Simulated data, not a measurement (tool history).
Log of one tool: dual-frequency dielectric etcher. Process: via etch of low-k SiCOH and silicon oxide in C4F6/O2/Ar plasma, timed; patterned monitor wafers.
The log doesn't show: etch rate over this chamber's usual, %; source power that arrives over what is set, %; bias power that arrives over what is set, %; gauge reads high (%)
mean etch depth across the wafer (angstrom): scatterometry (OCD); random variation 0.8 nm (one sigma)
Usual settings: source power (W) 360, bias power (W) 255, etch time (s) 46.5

run,hour,source power (W),bias power (W),etch time (s),wafers since the last listed run,hours since the last wet clean,hours since the last source power generator calibration,hours since the last bias power generator calibration,hours since the last upper electrode change,hours since the gauge calibration,"read-back reference wafer on the same gauge, depth_nm",mean etch depth across the wafer (angstrom)
1,0.0,360,255,46.5,0,190.2,4051.4,1864.1,4306.4,361.6,103.1,1273
2,46.2,360,283,46.5,551,236.4,4097.6,1910.3,4352.6,407.8,102.9,1289
3,95.1,360,283,46.5,583,285.3,4146.5,1959.2,4401.5,456.7,103.0,1291
4,120.6,420,255,46.5,304,310.8,4172.0,1984.7,4427.0,482.2,103.1,1347
5,167.2,420,255,46.5,556,357.4,4218.6,2031.3,4473.6,528.8,102.7,1346
6,213.3,420,255,46.5,550,403.5,4264.7,2077.4,4519.7,574.9,102.9,1340
7,260.8,360,255,46.5,567,451.0,4312.2,2124.9,4567.2,622.4,102.8,1286
# hour 329.7: wet clean of the chamber
8,330.2,360,255,46.5,542,0.5,4381.6,2194.3,4636.6,691.8,103.1,1250
9,338.6,430,255,46.5,100,8.9,4390.0,2202.7,4645.0,700.2,103.0,1337
# hour 374.6: gauge calibrated
10,383.3,430,255,46.5,533,53.6,4434.7,2247.4,4689.7,8.7,102.9,1326
11,453.4,330,255,46.5,836,123.7,4504.8,2317.5,4759.8,78.8,103.1,1217
# hour 519.6: upper electrode replaced
12,549.6,330,255,46.5,861,219.9,4601.0,2413.7,30.0,175.0,103.0,1217
13,579.1,410,255,42.5,352,249.4,4630.5,2443.2,59.5,204.5,103.0,1198
14,615.7,360,255,46.5,436,286.0,4667.1,2479.8,96.1,241.1,103.1,1271
15,666.5,360,255,46.5,606,336.8,4717.9,2530.6,146.9,291.9,103.0,1263
16,696.0,360,255,46.5,352,366.3,4747.4,2560.1,176.4,321.4,102.9,1265
17,721.4,420,207,38.5,303,391.7,4772.8,2585.5,201.8,346.8,103.0,1046
18,756.0,280,225,60.0,413,426.3,4807.4,2620.1,236.4,381.4,102.9,1463
19,799.8,440,255,60.0,522,470.1,4851.2,2663.9,280.2,425.2,103.2,1773
20,839.5,360,290,56.5,473,509.8,4890.9,2703.6,319.9,464.9,102.9,1620
# hour 885.3: wet clean of the chamber
21,893.6,300,196,46.5,359,8.3,4945.0,2757.7,374.0,519.0,102.8,1100
# hour 939.0: source power generator calibrated
22,939.5,360,312,35.0,500,54.2,0.5,2803.6,419.9,564.9,102.8,994
23,977.0,300,255,55.0,447,91.7,38.0,2841.1,457.4,602.4,102.9,1404
# hour 999.5: bias power generator calibrated
24,1029.5,360,228,46.5,579,144.2,90.5,30.0,509.9,654.9,103.0,1221
25,1091.7,420,207,38.5,742,206.4,152.7,92.2,572.1,717.1,103.1,1035
26,1143.0,360,255,59.0,612,257.7,204.0,143.5,623.4,768.4,102.9,1612
# hour 1166.6: gauge calibrated
27,1207.4,390,284,52.5,768,322.1,268.4,207.9,687.8,40.8,103.0,1524
28,1242.9,360,255,46.5,423,357.6,303.9,243.4,723.3,76.3,102.9,1284
29,1297.0,310,255,51.0,645,411.7,358.0,297.5,777.4,130.4,103.4,1337
# hour 1361.0: wet clean of the chamber
30,1361.5,410,255,36.5,483,0.5,422.5,362.0,841.9,194.9,102.9,1029

4 ways to go on from here, each from the tool as it stands after run 30. What would each give?
A,1361.9,360,255,46.5,4,0.9,422.9,362.4,842.3,195.3,?,?
B,1361.9,360,292,33.0,4,0.9,422.9,362.4,842.3,195.3,?,?
C,1361.9,360,295,57.0,4,0.9,422.9,362.4,842.3,195.3,?,?
D,1361.9,360,208,36.0,4,0.9,422.9,362.4,842.3,195.3,?,?

run,"read-back reference wafer on the same gauge, depth_nm",mean etch depth across the wafer (angstrom)
A,103.3,1231
B,103.3,907
C,103.3,1570
D,103.3,905
Without the tool's hidden state the same runs would have given:
run,mean etch depth across the wafer (angstrom)
A,1227
B,903
C,1565
D,902
